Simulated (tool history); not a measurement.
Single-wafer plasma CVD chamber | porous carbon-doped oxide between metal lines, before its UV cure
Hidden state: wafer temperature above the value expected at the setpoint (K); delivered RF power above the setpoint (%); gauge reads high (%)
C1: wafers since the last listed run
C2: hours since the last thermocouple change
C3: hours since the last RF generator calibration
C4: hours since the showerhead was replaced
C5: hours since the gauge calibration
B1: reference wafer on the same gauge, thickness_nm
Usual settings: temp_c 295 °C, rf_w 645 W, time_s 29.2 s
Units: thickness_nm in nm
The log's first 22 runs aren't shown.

At day 23.233: RF generator calibrated.
Run 23, day 23.788: usual settings but temp_c 281 °C, rf_w 725 W, time_s 31.6 s; C1 434; C2 226; C3 13.3; C4 224.1; C5 108.1; B1 177.729. Result: thickness_nm 223.537 nm.
Run 24, day 24.35: usual settings but temp_c 281 °C, rf_w 550 W, time_s 23.8 s; C1 244; C2 239.5; C3 26.8; C4 237.6; C5 121.6; B1 177.858. Result: thickness_nm 140.797 nm.
Run 25, day 25.621: usual settings but rf_w 680 W; C1 552; C2 270; C3 57.3; C4 268.1; C5 152.1; B1 177.682. Result: thickness_nm 182.385 nm.
Run 26, day 26.325: usual settings but rf_w 575 W, time_s 26.7 s; C1 305; C2 286.9; C3 74.2; C4 285; C5 169; B1 177.525. Result: thickness_nm 148.974 nm.
Run 27, day 26.929: usual settings but temp_c 307 °C, rf_w 680 W, time_s 25.4 s; C1 262; C2 301.4; C3 88.7; C4 299.5; C5 183.5; B1 177.671. Result: thickness_nm 148.894 nm.
Run 28, day 28.112: usual settings but temp_c 307 °C, rf_w 520 W, time_s 25 s; C1 514; C2 329.8; C3 117.1; C4 327.9; C5 211.9; B1 177.374. Result: thickness_nm 120.478 nm.
Run 29, day 28.946: usual settings but time_s 23.4 s; C1 361; C2 349.8; C3 137.1; C4 347.9; C5 231.9; B1 177.331. Result: thickness_nm 142.425 nm.
Run 30, day 30.067: usual settings but temp_c 287 °C, rf_w 755 W, time_s 25.3 s; C1 486; C2 376.7; C3 164; C4 374.8; C5 258.8; B1 177.452. Result: thickness_nm 177.735 nm.
Run 31, day 31.279: usual settings but temp_c 291 °C, rf_w 535 W; C1 526; C2 405.8; C3 193.1; C4 403.9; C5 287.9; B1 177.143. Result: thickness_nm 156.973 nm.
Run 32, day 32.3: usual settings; C1 443; C2 430.3; C3 217.6; C4 428.4; C5 312.4; B1 177.044. Result: thickness_nm 176.199 nm.
Run 33, day 35.629: usual settings but temp_c 309 °C, rf_w 730 W, time_s 33.6 s; C1 1446; C2 510.2; C3 297.5; C4 508.3; C5 392.3; B1 176.905. Result: thickness_nm 201.153 nm.

5 ways to go on from here, each from the tool as it stands after run 33. What would each give?
Run A, day 35.646: usual settings; C1 7; C2 510.6; C3 297.9; C4 508.7; C5 392.7; B1 ?. Result: thickness_nm ?.
Run B, day 35.646: usual settings but time_s 31.5 s; C1 7; C2 510.6; C3 297.9; C4 508.7; C5 392.7; B1 ?. Result: thickness_nm ?.
Run C, day 35.646: usual settings but time_s 25.2 s; C1 7; C2 510.6; C3 297.9; C4 508.7; C5 392.7; B1 ?. Result: thickness_nm ?.
Run D, day 35.646: usual settings but temp_c 308 °C, rf_w 770 W, time_s 23.9 s; C1 7; C2 510.6; C3 297.9; C4 508.7; C5 392.7; B1 ?. Result: thickness_nm ?.
Run E, day 35.646: usual settings but temp_c 281 °C, rf_w 755 W, time_s 34.2 s; C1 7; C2 510.6; C3 297.9; C4 508.7; C5 392.7; B1 ?. Result: thickness_nm ?.

run       B1  thickness_nm
  A  176.719       175.051
  B  176.719       188.413
  C  176.719       151.776
  D  176.719       151.788
  E  176.719       246.977
Without the tool's hidden state the same runs would have given:
run  thickness_nm
  A        176.25
  B       189.703
  C       152.815
  D       152.827
  E       248.668

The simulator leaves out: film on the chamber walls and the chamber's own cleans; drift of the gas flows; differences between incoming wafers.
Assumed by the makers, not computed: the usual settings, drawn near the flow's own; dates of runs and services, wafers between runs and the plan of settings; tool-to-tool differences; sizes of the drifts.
